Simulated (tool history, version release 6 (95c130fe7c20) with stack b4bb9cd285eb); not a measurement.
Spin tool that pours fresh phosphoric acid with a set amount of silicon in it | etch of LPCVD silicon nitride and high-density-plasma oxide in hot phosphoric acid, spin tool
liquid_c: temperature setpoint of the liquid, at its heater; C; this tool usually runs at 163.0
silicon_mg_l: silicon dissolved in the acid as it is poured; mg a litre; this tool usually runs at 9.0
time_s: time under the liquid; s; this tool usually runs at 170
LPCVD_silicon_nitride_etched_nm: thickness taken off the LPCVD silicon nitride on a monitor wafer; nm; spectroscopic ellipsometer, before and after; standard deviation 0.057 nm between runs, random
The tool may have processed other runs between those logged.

run,hour,liquid_c,silicon_mg_l,time_s,wafers since the last listed run,hours since the thermometer was replaced,hours since the dissolved silicon flow meter was replaced,hours since the heated supply line was repaired,hours since the gauge calibration,"read-back film thickness of the LPCVD silicon nitride reference wafer, read on the same gauge (nm)",LPCVD_silicon_nitride_etched_nm
1,0.0,163.0,9.0,230,0,1908.4,534.0,296.2,417.1,120.04,19.69
2,39.3,163.0,9.0,170,226,1947.7,573.3,335.5,456.4,120.02,14.58
3,132.1,163.5,9.0,170,535,2040.5,666.1,428.3,549.2,120.00,14.91
4,201.1,163.0,6.0,170,398,2109.5,735.1,497.3,618.2,119.99,14.61
5,263.2,163.0,6.0,170,358,2171.6,797.2,559.4,680.3,119.98,14.60
6,344.7,163.0,6.0,170,470,2253.1,878.7,640.9,761.8,120.01,14.67
7,465.7,165.0,13.0,170,698,2374.1,999.7,761.9,882.8,119.99,15.54
# hour 508.8: heated supply line repaired
8,538.8,165.0,13.0,170,416,2447.2,1072.8,30.0,955.9,120.02,15.58
# hour 595.2: thermometer replaced
9,638.1,165.0,13.0,170,567,42.9,1172.1,129.3,1055.2,120.01,15.69
# hour 681.5: gauge calibrated
10,702.6,163.0,13.5,170,372,107.4,1236.6,193.8,21.1,120.00,14.60
11,797.5,163.0,9.0,170,547,202.3,1331.5,288.7,116.0,119.99,14.66
12,876.2,161.0,9.0,235,454,281.0,1410.2,367.4,194.7,120.02,18.92
13,977.3,161.0,4.0,210,583,382.1,1511.3,468.5,295.8,120.00,16.96
14,1033.4,165.5,5.5,220,323,438.2,1567.4,524.6,351.9,119.97,20.56
# hour 1060.1: dissolved silicon flow meter replaced
# hour 1260.2: heated supply line repaired
15,1314.0,163.0,9.0,170,1607,718.8,253.9,53.8,632.5,119.97,14.61
16,1355.4,163.0,3.0,100,238,760.2,295.3,95.2,673.9,120.02,8.56
17,1472.6,163.0,9.0,170,676,877.4,412.5,212.4,791.1,120.01,14.51
18,1564.6,161.5,11.0,145,530,969.4,504.5,304.4,883.1,119.99,11.81
# hour 1612.2: gauge calibrated
19,1645.7,165.0,5.0,120,468,1050.5,585.6,385.5,33.5,119.96,11.00
20,1708.7,163.0,9.0,170,363,1113.5,648.6,448.5,96.5,119.95,14.65

Alternative continuations, all from the tool just after run 20; predict every row:
A,1709.2,163.0,4.5,170,2,1114.0,649.1,449.0,97.0,?,?
B,1709.2,163.0,12.5,170,2,1114.0,649.1,449.0,97.0,?,?
C,1709.2,162.0,2.5,110,2,1114.0,649.1,449.0,97.0,?,?
D,1709.2,161.5,9.0,85,2,1114.0,649.1,449.0,97.0,?,?
E,1709.2,165.0,3.5,170,2,1114.0,649.1,449.0,97.0,?,?

run,"read-back film thickness of the LPCVD silicon nitride reference wafer, read on the same gauge (nm)",LPCVD_silicon_nitride_etched_nm
A,120.01,14.47
B,120.01,14.47
C,120.01,9.06
D,120.01,6.88
E,120.01,15.46
Without the tool's unlogged condition, the same runs would have read:
run,LPCVD_silicon_nitride_etched_nm
A,14.47
B,14.47
C,9.06
D,6.88
E,15.46

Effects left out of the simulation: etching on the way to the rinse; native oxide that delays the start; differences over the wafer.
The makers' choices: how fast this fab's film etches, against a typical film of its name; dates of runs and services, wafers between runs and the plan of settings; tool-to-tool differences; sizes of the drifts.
